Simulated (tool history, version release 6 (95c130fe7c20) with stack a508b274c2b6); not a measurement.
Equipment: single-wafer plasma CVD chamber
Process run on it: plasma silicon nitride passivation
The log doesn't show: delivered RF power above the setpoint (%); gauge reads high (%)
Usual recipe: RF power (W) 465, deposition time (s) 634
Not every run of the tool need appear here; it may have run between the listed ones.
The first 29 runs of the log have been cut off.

| run | hour | RF power (W) | deposition time (s) | wafers since the last listed run | hours since the last RF generator calibration | hours since the showerhead was replaced | hours since the gauge calibration | read-back reference wafer on the same gauge, thickness_nm | mean film thickness on the monitor wafer (Å) |
|---|---|---|---|---|---|---|---|---|---|
| 30 | 2630.4 | 515 | 568 | 317 | 314.1 | 1392.3 | 1022.6 | 754.601 | 8336.06 |
| 31 | 2823.7 | 515 | 733 | 601 | 507.4 | 1585.6 | 1215.9 | 753.183 | 10726.32 |
| 32 | 2902.5 | 425 | 634 | 245 | 586.2 | 1664.4 | 1294.7 | 754.928 | 8803.56 |
| 33 | 2980.0 | 465 | 634 | 240 | 663.7 | 1741.9 | 1372.2 | 753.076 | 9084.44 |
| 34 | 3053.2 | 395 | 542 | 227 | 736.9 | 1815.1 | 1445.4 | 754.787 | 7376.58 |
| 35 | 3133.1 | 425 | 726 | 248 | 816.8 | 1895.0 | 1525.3 | 755.149 | 10019.59 |
| 36 | 3186.7 | 465 | 634 | 166 | 870.4 | 1948.6 | 1578.9 | 753.274 | 9059.98 |
| 37 | 3264.0 | 465 | 686 | 240 | 947.7 | 2025.9 | 1656.2 | 754.915 | 9824.49 |
| 38 | 3312.6 | 465 | 575 | 151 | 996.3 | 2074.5 | 1704.8 | 755.519 | 8230.14 |
| 39 | 3386.6 | 430 | 594 | 230 | 1070.3 | 2148.5 | 1778.8 | 755.912 | 8278.52 |
| 40 | 3485.8 | 380 | 737 | 308 | 1169.5 | 2247.7 | 1878.0 | 756.189 | 9958.60 |

Below are 5 alternative next runs, each starting from the tool's condition after run 40. Predict each:
| A | 3486.4 | 465 | 634 | 1 | 1170.1 | 2248.3 | 1878.6 | ? | ? |
| B | 3486.4 | 465 | 572 | 1 | 1170.1 | 2248.3 | 1878.6 | ? | ? |
| C | 3486.4 | 500 | 634 | 1 | 1170.1 | 2248.3 | 1878.6 | ? | ? |
| D | 3486.4 | 515 | 634 | 1 | 1170.1 | 2248.3 | 1878.6 | ? | ? |
| E | 3486.4 | 555 | 592 | 1 | 1170.1 | 2248.3 | 1878.6 | ? | ? |

| run | read-back reference wafer on the same gauge, thickness_nm | mean film thickness on the monitor wafer (Å) |
|---|---|---|
| A | 757.749 | 9053.05 |
| B | 757.749 | 8167.74 |
| C | 757.749 | 9243.53 |
| D | 757.749 | 9322.43 |
| E | 757.749 | 8894.52 |
With no hidden state in the tool, these same runs would have given:
| run | mean film thickness on the monitor wafer (Å) |
|---|---|
| A | 8968.34 |
| B | 8091.31 |
| C | 9157.04 |
| D | 9235.20 |
| E | 8811.29 |
